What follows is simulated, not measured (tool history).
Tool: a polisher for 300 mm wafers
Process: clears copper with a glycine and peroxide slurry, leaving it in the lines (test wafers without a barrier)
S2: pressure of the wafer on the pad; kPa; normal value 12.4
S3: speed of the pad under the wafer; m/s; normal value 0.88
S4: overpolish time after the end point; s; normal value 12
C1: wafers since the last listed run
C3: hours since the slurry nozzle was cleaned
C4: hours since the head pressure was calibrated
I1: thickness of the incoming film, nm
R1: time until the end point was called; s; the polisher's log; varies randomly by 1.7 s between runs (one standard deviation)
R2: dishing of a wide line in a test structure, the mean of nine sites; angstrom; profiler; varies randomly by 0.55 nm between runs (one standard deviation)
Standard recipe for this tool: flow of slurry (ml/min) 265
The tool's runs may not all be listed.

Run 1, day 0.000: usual settings but S2 10.3 kPa, S4 7 s; C1 0; wafers polished on this pad 940; C3 115.5; C4 30.5; I1 306.7. Result: R1 121.7 s, R2 161 angstrom.
Run 2, day 1.562: usual settings but S2 10.3 kPa, S4 7 s; C1 416; wafers polished on this pad 1357; C3 153.0; C4 68.0; I1 303.1. Result: R1 120.9 s, R2 155 angstrom.
Run 3, day 3.417: usual settings but S4 14 s; C1 494; wafers polished on this pad 1851; C3 197.5; C4 112.5; I1 302.4. Result: R1 107.4 s, R2 330 angstrom.
At day 4.429: worn pad replaced by a new one.
Run 4, day 4.908: usual settings; C1 353; wafers polished on this pad 127; C3 233.3; C4 148.3; I1 301.9. Result: R1 105.4 s, R2 291 angstrom.
Run 5, day 7.308: usual settings; C1 639; wafers polished on this pad 767; C3 290.9; C4 205.9; I1 307.5. Result: R1 109.1 s, R2 285 angstrom.
Run 6, day 9.308: usual settings; C1 533; wafers polished on this pad 1300; C3 338.9; C4 253.9; I1 306.6. Result: R1 110.3 s, R2 278 angstrom.
Run 7, day 11.233: usual settings but S3 1.04 m/s; C1 513; wafers polished on this pad 1813; C3 385.1; C4 300.1; I1 308.3. Result: R1 100.3 s, R2 304 angstrom.
At day 13.600: worn pad replaced by a new one.
Run 8, day 13.733: usual settings but S3 1.04 m/s; C1 622; wafers polished on this pad 35; C3 445.1; C4 360.1; I1 306.0. Result: R1 105.9 s, R2 292 angstrom.
At day 15.000: slurry nozzle cleaned.
Run 9, day 15.062: usual settings but S2 10.3 kPa; C1 343; wafers polished on this pad 378; C3 1.5; C4 392.0; I1 299.0. Result: R1 121.4 s, R2 251 angstrom.
Run 10, day 17.217: usual settings but S4 16 s; C1 574; wafers polished on this pad 953; C3 53.2; C4 443.7; I1 302.1. Result: R1 109.8 s, R2 363 angstrom.
Run 11, day 18.454: usual settings but S4 16 s; C1 329; wafers polished on this pad 1283; C3 82.9; C4 473.4; I1 305.6. Result: R1 110.1 s, R2 369 angstrom.
At day 20.979: worn pad replaced by a new one.
At day 22.971: head pressure recalibrated.
Run 12, day 23.342: usual settings; C1 1236; wafers polished on this pad 607; C3 200.2; C4 8.9; I1 308.4. Result: R1 108.0 s, R2 286 angstrom.
Run 13, day 25.212: usual settings but flow of slurry (ml/min) 175, S2 14.5 kPa; C1 498; wafers polished on this pad 1106; C3 245.1; C4 53.8; I1 305.2. Result: R1 104.9 s, R2 298 angstrom.
Run 14, day 26.404: usual settings but S2 11.0 kPa; C1 317; wafers polished on this pad 1424; C3 273.7; C4 82.4; I1 298.5. Result: R1 117.3 s, R2 271 angstrom.
Run 15, day 27.950: usual settings but S2 10.3 kPa, S4 15 s; C1 412; wafers polished on this pad 1836; C3 310.8; C4 119.5; I1 309.0. Result: R1 123.9 s, R2 308 angstrom.
At day 29.233: worn pad replaced by a new one.
Run 16, day 29.517: usual settings; C1 373; wafers polished on this pad 75; C3 348.4; C4 157.1; I1 306.4. Result: R1 112.9 s, R2 273 angstrom.
Run 17, day 30.808: usual settings but flow of slurry (ml/min) 210; C1 344; wafers polished on this pad 420; C3 379.4; C4 188.1; I1 310.5. Result: R1 118.6 s, R2 266 angstrom.
Run 18, day 32.712: usual settings but flow of slurry (ml/min) 235, S2 9.7 kPa, S3 1.08 m/s, S4 9 s; C1 507; wafers polished on this pad 927; C3 425.1; C4 233.8; I1 308.5. Result: R1 121.7 s, R2 196 angstrom.
At day 33.904: slurry nozzle cleaned.
Run 19, day 34.421: usual settings but S2 9.7 kPa, S4 17 s; C1 444; wafers polished on this pad 1372; C3 12.4; C4 274.8; I1 307.7. Result: R1 127.4 s, R2 347 angstrom.
Run 20, day 36.129: usual settings; C1 455; wafers polished on this pad 1827; C3 53.4; C4 315.8; I1 309.0. Result: R1 109.6 s, R2 290 angstrom.
At day 38.100: worn pad replaced by a new one.
Run 21, day 38.617: usual settings but S2 9.7 kPa; C1 618; wafers polished on this pad 137; C3 113.1; C4 375.5; I1 305.4. Result: R1 128.0 s, R2 241 angstrom.

What does the tool deliver on the next run?
Run 22, day 41.508: usual settings but S4 10 s; C1 770; wafers polished on this pad 908; C3 182.5; C4 444.9; I1 298.5. Result: R1 ?, R2 ?.

{"run 22": {"R1": 109.7, "R2": 232}}
Take away the tool's hidden state, keep the run-to-run variation as it was, and the same run would have given R1 104.4 s, R2 243 angstrom.
